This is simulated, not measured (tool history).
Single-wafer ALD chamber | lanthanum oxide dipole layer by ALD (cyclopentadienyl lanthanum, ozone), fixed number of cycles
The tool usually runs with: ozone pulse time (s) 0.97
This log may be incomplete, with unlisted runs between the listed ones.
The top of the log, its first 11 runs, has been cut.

run,day,ozone pulse time (s),wafers since the last listed run,hours since the last thermocouple change,hours since the last ozone generator service,hours since the showerhead was replaced,hours since the gauge calibration,"read-back reference wafer on the same gauge, thickness_nm",mean film thickness on the monitor wafer (Å)
12,5.229,1.28,271,2109.8,953.0,6637.8,127.5,0.420,5.22
13,5.596,0.97,141,2118.6,961.8,6646.6,136.3,0.420,4.77
14,6.300,0.97,271,2135.5,978.7,6663.5,153.2,0.420,4.71
# day 6.842: showerhead replaced
15,6.862,0.97,88,2149.0,992.2,0.5,166.7,0.420,4.77
16,6.908,1.23,17,2150.1,993.3,1.6,167.8,0.420,5.16
# day 7.442: ozone generator serviced
17,8.712,1.23,568,2193.4,30.5,44.9,211.1,0.420,5.15
18,9.000,1.26,111,2200.3,37.4,51.8,218.0,0.420,5.21
19,10.338,1.26,516,2232.4,69.5,83.9,250.1,0.420,5.18
# day 10.825: thermocouple changed; heater temperature recalibrated
20,10.846,0.97,67,0.5,81.7,96.1,262.3,0.420,4.77
21,11.121,0.97,106,7.1,88.3,102.7,268.9,0.420,4.76
22,11.642,0.97,201,19.6,100.8,115.2,281.4,0.420,4.81
23,12.050,1.33,157,29.4,110.6,125.0,291.2,0.420,5.22
# day 12.162: gauge calibrated
24,12.546,0.64,191,41.3,122.5,136.9,9.2,0.420,3.81
25,13.267,1.15,278,58.6,139.8,154.2,26.5,0.420,5.06
26,13.529,0.97,101,64.9,146.1,160.5,32.8,0.420,4.83
27,14.021,0.71,189,76.7,157.9,172.3,44.6,0.420,4.03
28,14.404,1.07,148,85.9,167.1,181.5,53.8,0.420,5.02
29,15.083,0.97,262,102.2,183.4,197.8,70.1,0.420,4.75
30,15.771,1.13,265,118.7,199.9,214.3,86.6,0.420,5.03
31,16.333,1.22,217,132.2,213.4,227.8,100.1,0.420,5.15
32,17.058,0.97,279,149.6,230.8,245.2,117.5,0.420,4.78
33,17.746,0.81,265,166.1,247.3,261.7,134.0,0.420,4.35
34,18.342,0.67,230,180.4,261.6,276.0,148.3,0.419,3.90
35,18.717,0.78,144,189.4,270.6,285.0,157.3,0.420,4.32
36,19.262,1.11,210,202.5,283.7,298.1,170.4,0.420,5.06

3 ways to go on from here, each from the tool as it stands after run 36. What would each give?
A,19.279,0.97,6,202.9,284.1,298.5,170.8,?,?
B,19.279,0.59,6,202.9,284.1,298.5,170.8,?,?
C,19.279,1.35,6,202.9,284.1,298.5,170.8,?,?

run,"read-back reference wafer on the same gauge, thickness_nm",mean film thickness on the monitor wafer (Å)
A,0.420,4.80
B,0.420,3.57
C,0.420,5.29
Take away the tool's hidden state, keep each run's random variation, and the runs would have read:
run,mean film thickness on the monitor wafer (Å)
A,4.80
B,3.57
C,5.29
